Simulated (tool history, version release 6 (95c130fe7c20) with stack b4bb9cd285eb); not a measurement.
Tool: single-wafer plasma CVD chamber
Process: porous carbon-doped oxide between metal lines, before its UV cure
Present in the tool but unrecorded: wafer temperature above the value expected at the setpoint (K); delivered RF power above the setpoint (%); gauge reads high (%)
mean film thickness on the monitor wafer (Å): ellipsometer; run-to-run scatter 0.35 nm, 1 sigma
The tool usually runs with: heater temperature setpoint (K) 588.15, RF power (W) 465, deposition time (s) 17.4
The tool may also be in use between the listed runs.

run,day,heater temperature setpoint (K),RF power (W),deposition time (s),wafers since the last listed run,hours since the last thermocouple change,hours since the last RF generator calibration,hours since the showerhead was replaced,hours since the gauge calibration,"read-back reference wafer on the same gauge, thickness_nm",mean film thickness on the monitor wafer (Å)
1,0,588.15,465,17.4,0,1323.7,497.9,5300.8,1590.5,79.664,800.39
2,1.617,588.15,445,17.4,974,1362.5,536.7,5339.6,1629.3,79.683,783.24
# day 4.838: thermocouple changed; heater temperature recalibrated
3,6.008,588.15,465,17.4,2445,28.1,642.1,5445,1734.7,79.6,799.26
4,10.296,588.15,465,17.4,2583,131,745,5547.9,1837.6,79.706,792.75
5,12.508,588.15,465,15.5,1333,184.1,798.1,5601,1890.7,79.692,710.48
6,16.938,588.15,465,17.4,2668,290.4,904.4,5707.3,1997,79.817,791.42
7,19.221,588.15,465,17.4,1375,345.2,959.2,5762.1,2051.8,79.716,798.27
8,22.362,594.15,465,17.4,1892,420.6,1034.6,5837.5,2127.2,79.64,765.76
9,25.629,594.15,465,17.4,1968,499,1113,5915.9,2205.6,79.73,766.93
10,29.617,594.15,465,17.4,2402,594.7,1208.7,6011.6,2301.3,79.653,759.61
11,31.925,581.15,465,17.4,1390,650.1,1264.1,6067,2356.7,79.677,806.56
12,33.817,581.15,465,17.4,1139,695.5,1309.5,6112.4,2402.1,79.771,802.7
# day 36.338: RF generator calibrated
13,37.271,581.15,465,17.4,1880,778.4,22.4,6195.3,2485,79.687,830.1
14,39.429,588.15,465,17.4,1300,830.2,74.2,6247.1,2536.8,79.641,803.09
# day 40.567: showerhead replaced
# day 43.179: gauge calibrated
15,43.854,588.15,465,17.4,2465,936.4,180.4,78.9,16.2,79.654,809.93
16,46.158,599.15,465,17.4,1388,991.7,235.7,134.2,71.5,79.644,762.4
17,48.504,579.15,530,17.4,1413,1048,292,190.5,127.8,79.789,872
18,52.088,588.15,465,17.4,2159,1134,378,276.5,213.8,79.678,800.84
# day 57.454: thermocouple changed; heater temperature recalibrated
19,58.404,588.15,425,18.9,3605,22.8,529.6,428.1,365.4,79.647,834.37
20,61.842,588.15,465,18.9,2071,105.3,612.1,510.6,447.9,79.687,862.95
21,65.075,588.15,465,18.7,1948,182.9,689.7,588.2,525.5,79.69,856.99
22,67.838,582.15,405,14.4,1664,249.2,756,654.5,591.8,79.776,647.91
23,77.3,588.15,465,17.4,5701,476.3,983.1,881.6,818.9,79.834,780.67
24,81.329,584.15,465,17.4,2427,573,1079.8,978.3,915.6,79.74,802.75
25,84.654,588.15,465,17.4,2003,652.8,1159.6,1058.1,995.4,79.752,781.71
26,88.775,588.15,465,17.4,2482,751.7,1258.5,1157,1094.3,79.716,779.76
# day 89.404: RF generator calibrated
27,92.629,588.15,400,16,2121,844.2,77.4,1249.5,1186.8,79.732,701.92
28,96.183,580.15,435,19.6,2141,929.5,162.7,1334.8,1272.1,79.684,913.57
29,99.8,574.15,465,17.4,2179,1016.3,249.5,1421.6,1358.9,79.68,860.66

Forecast each of these 4 alternatives for the next run:
A,99.817,588.15,465,20.6,10,1016.7,249.9,1422,1359.3,?,?
B,99.817,588.15,465,15.2,10,1016.7,249.9,1422,1359.3,?,?
C,99.817,601.15,505,15.9,10,1016.7,249.9,1422,1359.3,?,?
D,99.817,599.15,515,16.1,10,1016.7,249.9,1422,1359.3,?,?

run,"read-back reference wafer on the same gauge, thickness_nm",mean film thickness on the monitor wafer (Å)
A,79.764,943.09
B,79.764,703.41
C,79.764,712.54
D,79.764,732.66
Had the tool no hidden state, the same runs would have come out as:
run,mean film thickness on the monitor wafer (Å)
A,946.04
B,705.61
C,714.78
D,734.96

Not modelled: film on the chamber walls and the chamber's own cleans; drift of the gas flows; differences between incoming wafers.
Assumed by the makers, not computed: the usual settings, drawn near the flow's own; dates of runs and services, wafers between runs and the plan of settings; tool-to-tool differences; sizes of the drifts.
